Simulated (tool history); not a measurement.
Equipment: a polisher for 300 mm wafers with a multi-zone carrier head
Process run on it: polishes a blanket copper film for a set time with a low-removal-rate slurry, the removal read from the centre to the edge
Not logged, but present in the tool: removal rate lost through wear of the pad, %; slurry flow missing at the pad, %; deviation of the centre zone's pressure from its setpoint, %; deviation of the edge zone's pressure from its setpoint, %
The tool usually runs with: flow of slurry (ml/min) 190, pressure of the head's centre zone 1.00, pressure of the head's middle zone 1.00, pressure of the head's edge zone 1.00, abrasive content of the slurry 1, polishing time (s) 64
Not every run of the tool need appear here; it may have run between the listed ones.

| run | hour | flow of slurry (ml/min) | pressure of the head's centre zone | pressure of the head's middle zone | pressure of the head's edge zone | abrasive content of the slurry | polishing time (s) | wafers since the last listed run | wafers polished on this pad | hours since the slurry nozzle was cleaned | hours since the centre zone pressure was calibrated | hours since the edge zone pressure was calibrated | hours since the carrier head's membrane was replaced | incoming thickness of the incoming film, nm | film removed at the wafer's centre (nm) | film removed at mid-radius (nm) | film removed at the wafer's edge (nm) |
|---|---|---|---|---|---|---|---|---|---|---|---|---|---|---|---|---|---|
| 1 | 0.0 | 190 | 1.00 | 1.00 | 1.00 | 1 | 64 | 0 | 207 | 97.8 | 835.8 | 55.6 | 796.1 | 1194.2 | 211.6 | 210.0 | 208.7 |
| 2 | 35.0 | 190 | 1.00 | 1.00 | 1.00 | 1 | 64 | 402 | 609 | 132.8 | 870.8 | 90.6 | 831.1 | 1177.1 | 201.2 | 202.4 | 195.6 |
|  | 50.7 | centre zone pressure recalibrated |
| 3 | 56.6 | 255 | 1.00 | 0.90 | 0.89 | 1 | 84 | 225 | 834 | 154.4 | 5.9 | 112.2 | 852.7 | 1166.9 | 266.9 | 247.9 | 248.6 |
| 4 | 76.8 | 190 | 1.00 | 1.00 | 1.00 | 1 | 64 | 232 | 1066 | 174.6 | 26.1 | 132.4 | 872.9 | 1188.5 | 193.8 | 190.0 | 190.0 |
| 5 | 90.2 | 190 | 1.06 | 1.00 | 1.00 | 1 | 64 | 154 | 1220 | 188.0 | 39.5 | 145.8 | 886.3 | 1191.0 | 200.9 | 197.9 | 195.4 |
| 6 | 119.3 | 190 | 0.88 | 1.00 | 1.00 | 1 | 64 | 334 | 1555 | 217.1 | 68.6 | 174.9 | 915.4 | 1161.8 | 179.2 | 192.2 | 188.4 |
| 7 | 151.0 | 190 | 1.00 | 1.00 | 1.00 | 1 | 64 | 364 | 1919 | 248.8 | 100.3 | 206.6 | 947.1 | 1194.6 | 191.0 | 191.7 | 191.4 |
| 8 | 182.4 | 190 | 1.00 | 0.95 | 1.08 | 1 | 64 | 360 | 2280 | 280.2 | 131.7 | 238.0 | 978.5 | 1185.2 | 193.1 | 178.9 | 195.1 |
| 9 | 197.4 | 190 | 1.00 | 1.06 | 1.10 | 1 | 64 | 172 | 2452 | 295.2 | 146.7 | 253.0 | 993.5 | 1183.1 | 185.9 | 198.5 | 195.7 |
|  | 209.4 | worn pad replaced by a new one |
|  | 220.4 | carrier head's membrane replaced by a new one |
| 10 | 289.7 | 190 | 1.00 | 1.00 | 1.00 | 1 | 64 | 957 | 865 | 387.5 | 239.0 | 345.3 | 69.3 | 1170.5 | 191.4 | 195.4 | 193.0 |
|  | 297.7 | slurry nozzle cleaned |
|  | 307.9 | edge zone pressure recalibrated |
| 11 | 319.5 | 190 | 1.00 | 1.04 | 1.00 | 1 | 64 | 308 | 1173 | 21.8 | 268.8 | 11.6 | 99.1 | 1161.9 | 193.4 | 197.4 | 186.0 |
| 12 | 395.3 | 145 | 1.10 | 1.00 | 1.00 | 1 | 70 | 871 | 2044 | 97.6 | 344.6 | 87.4 | 174.9 | 1185.1 | 205.2 | 194.9 | 198.5 |
| 13 | 431.3 | 235 | 0.91 | 1.11 | 1.00 | 1 | 79 | 413 | 2458 | 133.6 | 380.6 | 123.4 | 210.9 | 1176.4 | 225.2 | 253.6 | 227.4 |

For run 14, what comes out?
|  | 437.5 | worn pad replaced by a new one |
| 14 | 450.3 | 190 | 1.00 | 1.00 | 1.00 | 1 | 64 | 172 | 147 | 152.6 | 399.6 | 142.4 | 229.9 | 1187.4 | ? | ? | ? |

film removed at the wafer's centre (nm): 202.6
film removed at mid-radius (nm): 201.7
film removed at the wafer's edge (nm): 199.4
Had the tool carried no hidden state, the very same run would have given film removed at the wafer's centre (nm) 214.5, film removed at mid-radius (nm) 213.6, film removed at the wafer's edge (nm) 211.1.
